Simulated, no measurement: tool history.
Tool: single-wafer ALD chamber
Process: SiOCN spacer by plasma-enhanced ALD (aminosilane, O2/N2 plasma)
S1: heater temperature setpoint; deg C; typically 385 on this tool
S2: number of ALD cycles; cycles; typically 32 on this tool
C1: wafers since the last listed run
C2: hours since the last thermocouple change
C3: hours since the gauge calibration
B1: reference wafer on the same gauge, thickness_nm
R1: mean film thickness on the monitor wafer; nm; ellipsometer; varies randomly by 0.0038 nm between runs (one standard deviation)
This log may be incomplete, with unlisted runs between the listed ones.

run,hour,S1,S2,C1,C2,C3,B1,R1
1,0.0,377,32,0,865.2,237.1,2.062,1.871
2,107.6,377,32,944,972.8,344.7,2.064,1.864
3,208.5,388,27,886,1073.7,445.6,2.066,1.580
4,251.8,385,32,380,1117.0,488.9,2.066,1.863
5,349.8,385,32,860,1215.0,586.9,2.069,1.877
6,426.5,385,32,673,1291.7,663.6,2.071,1.870
7,518.6,385,32,808,1383.8,755.7,2.072,1.874
8,580.9,385,32,547,1446.1,818.0,2.073,1.880
9,652.9,385,32,632,1518.1,890.0,2.073,1.884
10,740.1,385,32,765,1605.3,977.2,2.076,1.880
11,793.8,373,37,471,1659.0,1030.9,2.076,2.172
# hour 854.1: thermocouple changed; heater temperature recalibrated
12,890.4,391,36,778,36.3,1127.5,2.078,2.116
13,958.6,396,38,598,104.5,1195.7,2.080,2.230
# hour 1014.4: gauge calibrated
14,1062.6,377,35,913,208.5,48.2,2.064,2.045
15,1098.6,385,38,316,244.5,84.2,2.063,2.226
16,1177.9,391,34,696,323.8,163.5,2.065,1.989
17,1240.1,396,38,546,386.0,225.7,2.067,2.227
18,1379.6,385,29,1224,525.5,365.2,2.069,1.703
19,1443.8,371,32,563,589.7,429.4,2.070,1.878
20,1524.4,385,32,707,670.3,510.0,2.071,1.882

Hidden state or all else? Some run-to-run changes of R1, split into what the settings, what came in and random variation would give without the hidden state, and what is left for the hidden state (with any gauge scatter that isn't in both results):
Hidden state present: wafer temperature above the value expected at the setpoint (K); gauge reads high (%).
Run 10 -> 11: S1 385 -> 373, S2 32 -> 37. R1 +0.292 nm: hidden state +0.004, all else +0.288.
Run 13 -> 14: S1 396 -> 377, S2 38 -> 35, gauge calibrated. R1 -0.185 nm: hidden state -0.018, all else -0.167.
Run 17 -> 18: S1 396 -> 385, S2 38 -> 29. R1 -0.524 nm: hidden state +0.001, all else -0.525.
